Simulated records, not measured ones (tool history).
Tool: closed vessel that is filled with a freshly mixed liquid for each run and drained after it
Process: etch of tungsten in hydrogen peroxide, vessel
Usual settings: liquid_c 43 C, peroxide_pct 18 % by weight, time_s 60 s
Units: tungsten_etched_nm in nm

run   hour  liquid_c  peroxide_pct  time_s  wafers since the last listed run  hours since the thermometer was replaced  hours since the peroxide flow meter was replaced  hours since the drum of peroxide was connected  hours since the gauge calibration  read-back film thickness of the tungsten reference wafer, read on the same gauge (nm)  tungsten_etched_nm
  1      0        48            18      85                                 0                                    1224.6                                            1673.2                                           351.5                                602                                                                                  68.92              102.96
  2     30        43            18      60                              2831                                    1254.6                                            1703.2                                           381.5                                632                                                                                  68.82               52.42
  3   50.1        43            18      60                              1897                                    1274.7                                            1723.3                                           401.6                              652.1                                                                                  68.74                52.6
  4   65.4        43            18      60                              1444                                      1290                                            1738.6                                           416.9                              667.4                                                                                  68.65               53.02
  5   83.2        43            18      60                              1680                                    1307.8                                            1756.4                                           434.7                              685.2                                                                                  68.58               52.75
  6  110.1        43            18      70                              2538                                    1334.7                                            1783.3                                           461.6                              712.1                                                                                   68.5               60.83
  7  138.6        43            18      70                              2689                                    1363.2                                            1811.8                                           490.1                              740.6                                                                                  68.34               61.84
  8  160.3        43            18      70                              2048                                    1384.9                                            1833.5                                           511.8                              762.3                                                                                  68.24               61.64
       181  -- new drum of peroxide connected
  9  195.9        43            18      60                              3265                                    1420.5                                            1869.1                                            14.9                              797.9                                                                                  68.08               52.57
 10    211        43            18      60                              1425                                    1435.6                                            1884.2                                              30                                813                                                                                  68.04               53.01
 11  231.3        43          19.5      60                              1916                                    1455.9                                            1904.5                                            50.3                              833.3                                                                                  67.88               54.76
 12  260.1        43          19.5      60                              2718                                    1484.7                                            1933.3                                            79.1                              862.1                                                                                  67.75               54.37
     275.4  -- thermometer replaced
 13  279.6        43          19.5      60                              1746                                       4.2                                            1952.8                                            98.6                              881.6                                                                                   67.6               54.39
     292.6  -- gauge calibrated
 14  310.8        43            18      60                              2944                                      35.4                                              1984                                           129.8                               18.2                                                                                  70.15               54.27
 15  345.9        43            18      60                              3312                                      70.5                                            2019.1                                           164.9                               53.3                                                                                  70.16               54.72
 16  370.7      45.5            15      80                              2340                                      95.3                                            2043.9                                           189.7                               78.1                                                                                   70.1               76.74
 17  425.4        43            18      60                              5162                                       150                                            2098.6                                           244.4                              132.8                                                                                  70.08               53.28
 18  451.1        43            18      70                              2425                                     175.7                                            2124.3                                           270.1                              158.5                                                                                  70.08               63.13
 19  469.8        43          19.5      90                              1765                                     194.4                                              2143                                           288.8                              177.2                                                                                  70.03               84.43
     491.9  -- peroxide flow meter replaced
 20  493.4        43            18      60                              2133                                       218                                               1.5                                           312.4                              200.8                                                                                  70.02                54.5
 21  522.7        43            18      60                              2765                                     247.3                                              30.8                                           341.7                              230.1                                                                                  70.01               53.67
 22    540      50.5          13.5      90                              1632                                     264.6                                              48.1                                             359                              247.4                                                                                  69.97              111.68
 23  569.9        43          15.5      35                              2822                                     294.5                                                78                                           388.9                              277.3                                                                                  69.95               29.17
 24  589.5        43            18      60                              1849                                     314.1                                              97.6                                           408.5                              296.9                                                                                  69.83               54.13
 25  601.6        33            22      45                              1142                                     326.2                                             109.7                                           420.6                                309                                                                                  69.84               22.89
 26    624        36            22      85                              2114                                     348.6                                             132.1                                             443                              331.4                                                                                  69.81               53.73
 27  641.7      51.5            18      45                              1670                                     366.3                                             149.8                                           460.7                              349.1                                                                                  69.76               68.93
     673.5  -- new drum of peroxide connected
 28    675        43            18      85                              3048                                     399.6                                             183.1                                             1.5                              382.4                                                                                  69.72               75.74
 29  699.4        49            18      30                              2303                                       424                                             207.5                                            25.9                              406.8                                                                                  69.66                38.8
 30  722.7      38.5            18      60                              2199                                     447.3                                             230.8                                            49.2                              430.1                                                                                  69.56                39.9

Forecast each of these 4 alternatives for the next run:
  A  723.4        43            18      60                                66                                       448                                             231.5                                            49.9                              430.8                                                                                      ?                   ?
  B  723.4        43            18      30                                66                                       448                                             231.5                                            49.9                              430.8                                                                                      ?                   ?
  C  723.4        43            22      75                                66                                       448                                             231.5                                            49.9                              430.8                                                                                      ?                   ?
  D  723.4        52          19.5      95                                66                                       448                                             231.5                                            49.9                              430.8                                                                                      ?                   ?

run  read-back film thickness of the tungsten reference wafer, read on the same gauge (nm)  tungsten_etched_nm
  A                                                                                  69.61               53.31
  B                                                                                  69.61               26.66
  C                                                                                  69.61               73.67
  D                                                                                  69.61              153.63
Without the tool's hidden state the same runs would have given:
run  tungsten_etched_nm
  A               53.64
  B               26.82
  C               74.13
  D              154.58
